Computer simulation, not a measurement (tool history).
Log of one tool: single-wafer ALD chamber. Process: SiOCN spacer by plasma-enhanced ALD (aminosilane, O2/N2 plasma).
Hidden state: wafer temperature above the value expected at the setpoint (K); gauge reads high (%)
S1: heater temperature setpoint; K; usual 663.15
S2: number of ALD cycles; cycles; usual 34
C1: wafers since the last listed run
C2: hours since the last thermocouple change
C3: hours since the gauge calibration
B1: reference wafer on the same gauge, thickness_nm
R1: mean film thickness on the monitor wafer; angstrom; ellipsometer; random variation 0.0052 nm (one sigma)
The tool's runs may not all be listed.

{"run": 1, "day": 0.0, "S1": 663.15, "S2": 34, "C1": 0, "C2": 2322.1, "C3": 67.7, "B1": 2.149, "R1": 20.7}
{"run": 2, "day": 0.362, "S1": 663.15, "S2": 34, "C1": 79, "C2": 2330.8, "C3": 76.4, "B1": 2.15, "R1": 20.72}
{"run": 3, "day": 1.1, "S1": 663.15, "S2": 34, "C1": 162, "C2": 2348.5, "C3": 94.1, "B1": 2.149, "R1": 20.75}
{"run": 4, "day": 1.842, "S1": 653.15, "S2": 34, "C1": 163, "C2": 2366.3, "C3": 111.9, "B1": 2.152, "R1": 20.73}
{"run": 5, "day": 2.5, "S1": 669.15, "S2": 34, "C1": 145, "C2": 2382.1, "C3": 127.7, "B1": 2.151, "R1": 20.83}
{"run": 6, "day": 3.204, "S1": 669.15, "S2": 34, "C1": 155, "C2": 2399.0, "C3": 144.6, "B1": 2.151, "R1": 20.75}
{"run": 7, "day": 3.804, "S1": 663.15, "S2": 34, "C1": 132, "C2": 2413.4, "C3": 159.0, "B1": 2.151, "R1": 20.66}
{"run": 8, "day": 4.183, "S1": 663.15, "S2": 34, "C1": 83, "C2": 2422.5, "C3": 168.1, "B1": 2.151, "R1": 20.83}
{"run": 9, "day": 4.762, "S1": 663.15, "S2": 34, "C1": 127, "C2": 2436.4, "C3": 182.0, "B1": 2.151, "R1": 20.73}
{"run": 10, "day": 5.379, "S1": 655.15, "S2": 34, "C1": 135, "C2": 2451.2, "C3": 196.8, "B1": 2.15, "R1": 20.84}
{"run": 11, "day": 5.712, "S1": 663.15, "S2": 34, "C1": 73, "C2": 2459.2, "C3": 204.8, "B1": 2.151, "R1": 20.71}
{"run": 12, "day": 6.433, "S1": 663.15, "S2": 34, "C1": 158, "C2": 2476.5, "C3": 222.1, "B1": 2.15, "R1": 20.76}
{"run": 13, "day": 6.875, "S1": 663.15, "S2": 34, "C1": 97, "C2": 2487.1, "C3": 232.7, "B1": 2.151, "R1": 20.75}
{"run": 14, "day": 7.512, "S1": 652.15, "S2": 31, "C1": 140, "C2": 2502.4, "C3": 248.0, "B1": 2.152, "R1": 18.9}
{"run": 15, "day": 8.092, "S1": 663.15, "S2": 34, "C1": 127, "C2": 2516.3, "C3": 261.9, "B1": 2.149, "R1": 20.7}
{"run": 16, "day": 9.362, "S1": 663.15, "S2": 34, "C1": 279, "C2": 2546.8, "C3": 292.4, "B1": 2.151, "R1": 20.77}
{"run": 17, "day": 9.654, "S1": 663.15, "S2": 34, "C1": 64, "C2": 2553.8, "C3": 299.4, "B1": 2.149, "R1": 20.72}
{"run": 18, "day": 10.304, "S1": 663.15, "S2": 34, "C1": 143, "C2": 2569.4, "C3": 315.0, "B1": 2.149, "R1": 20.64}
{"run": 19, "day": 10.675, "S1": 663.15, "S2": 34, "C1": 81, "C2": 2578.3, "C3": 323.9, "B1": 2.149, "R1": 20.73}
{"run": 20, "day": 11.167, "S1": 663.15, "S2": 34, "C1": 108, "C2": 2590.1, "C3": 335.7, "B1": 2.149, "R1": 20.76}
{"run": 21, "day": 11.425, "S1": 663.15, "S2": 30, "C1": 56, "C2": 2596.3, "C3": 341.9, "B1": 2.151, "R1": 18.37}
{"day": 12.071, "done": "thermocouple changed; heater temperature recalibrated"}
{"run": 22, "day": 12.092, "S1": 663.15, "S2": 34, "C1": 73, "C2": 0.5, "C3": 357.9, "B1": 2.15, "R1": 20.75}
{"run": 23, "day": 12.425, "S1": 676.15, "S2": 31, "C1": 73, "C2": 8.5, "C3": 365.9, "B1": 2.15, "R1": 18.67}
{"run": 24, "day": 13.146, "S1": 652.15, "S2": 31, "C1": 158, "C2": 25.8, "C3": 383.2, "B1": 2.15, "R1": 18.9}
{"run": 25, "day": 13.608, "S1": 663.15, "S2": 34, "C1": 101, "C2": 36.9, "C3": 394.3, "B1": 2.15, "R1": 20.72}
{"run": 26, "day": 14.142, "S1": 676.15, "S2": 31, "C1": 117, "C2": 49.7, "C3": 407.1, "B1": 2.15, "R1": 18.63}
{"day": 15.433, "done": "gauge calibrated"}
{"run": 27, "day": 15.971, "S1": 663.15, "S2": 37, "C1": 402, "C2": 93.6, "C3": 12.9, "B1": 2.15, "R1": 22.56}
{"run": 28, "day": 17.238, "S1": 663.15, "S2": 34, "C1": 279, "C2": 124.0, "C3": 43.3, "B1": 2.151, "R1": 20.78}
{"run": 29, "day": 17.638, "S1": 674.15, "S2": 34, "C1": 88, "C2": 133.6, "C3": 52.9, "B1": 2.149, "R1": 20.54}
{"run": 30, "day": 18.208, "S1": 649.15, "S2": 39, "C1": 125, "C2": 147.3, "C3": 66.6, "B1": 2.15, "R1": 23.76}
{"run": 31, "day": 18.917, "S1": 663.15, "S2": 34, "C1": 156, "C2": 164.3, "C3": 83.6, "B1": 2.15, "R1": 20.72}
{"run": 32, "day": 19.612, "S1": 663.15, "S2": 34, "C1": 153, "C2": 181.0, "C3": 100.3, "B1": 2.15, "R1": 20.72}
{"run": 33, "day": 20.283, "S1": 669.15, "S2": 39, "C1": 147, "C2": 197.1, "C3": 116.4, "B1": 2.15, "R1": 23.7}
{"run": 34, "day": 20.612, "S1": 673.15, "S2": 32, "C1": 72, "C2": 205.0, "C3": 124.3, "B1": 2.15, "R1": 19.43}
{"run": 35, "day": 21.008, "S1": 674.15, "S2": 40, "C1": 87, "C2": 214.5, "C3": 133.8, "B1": 2.15, "R1": 24.19}
{"run": 36, "day": 21.975, "S1": 663.15, "S2": 36, "C1": 212, "C2": 237.7, "C3": 157.0, "B1": 2.151, "R1": 21.99}
{"run": 37, "day": 22.446, "S1": 648.15, "S2": 40, "C1": 103, "C2": 249.0, "C3": 168.3, "B1": 2.15, "R1": 24.37}
{"run": 38, "day": 23.083, "S1": 663.15, "S2": 31, "C1": 140, "C2": 264.3, "C3": 183.6, "B1": 2.15, "R1": 18.88}
{"run": 39, "day": 23.683, "S1": 663.15, "S2": 34, "C1": 132, "C2": 278.7, "C3": 198.0, "B1": 2.152, "R1": 20.65}
{"run": 40, "day": 25.779, "S1": 673.15, "S2": 34, "C1": 461, "C2": 329.0, "C3": 248.3, "B1": 2.15, "R1": 20.73}

Forecast each of these 5 alternatives for the next run:
{"run": "A", "day": 25.8, "S1": 663.15, "S2": 34, "C1": 4, "C2": 329.5, "C3": 248.8, "B1": "?", "R1": "?"}
{"run": "B", "day": 25.8, "S1": 668.15, "S2": 37, "C1": 4, "C2": 329.5, "C3": 248.8, "B1": "?", "R1": "?"}
{"run": "C", "day": 25.8, "S1": 677.15, "S2": 41, "C1": 4, "C2": 329.5, "C3": 248.8, "B1": "?", "R1": "?"}
{"run": "D", "day": 25.8, "S1": 656.15, "S2": 40, "C1": 4, "C2": 329.5, "C3": 248.8, "B1": "?", "R1": "?"}
{"run": "E", "day": 25.8, "S1": 651.15, "S2": 39, "C1": 4, "C2": 329.5, "C3": 248.8, "B1": "?", "R1": "?"}

run=A B1=2.150 R1=20.73
run=B B1=2.150 R1=22.56
run=C B1=2.150 R1=24.55
run=D B1=2.150 R1=24.39
run=E B1=2.150 R1=23.78
Without the tool's hidden state the same runs would have given:
run=A R1=20.73
run=B R1=22.56
run=C R1=24.55
run=D R1=24.39
run=E R1=23.78
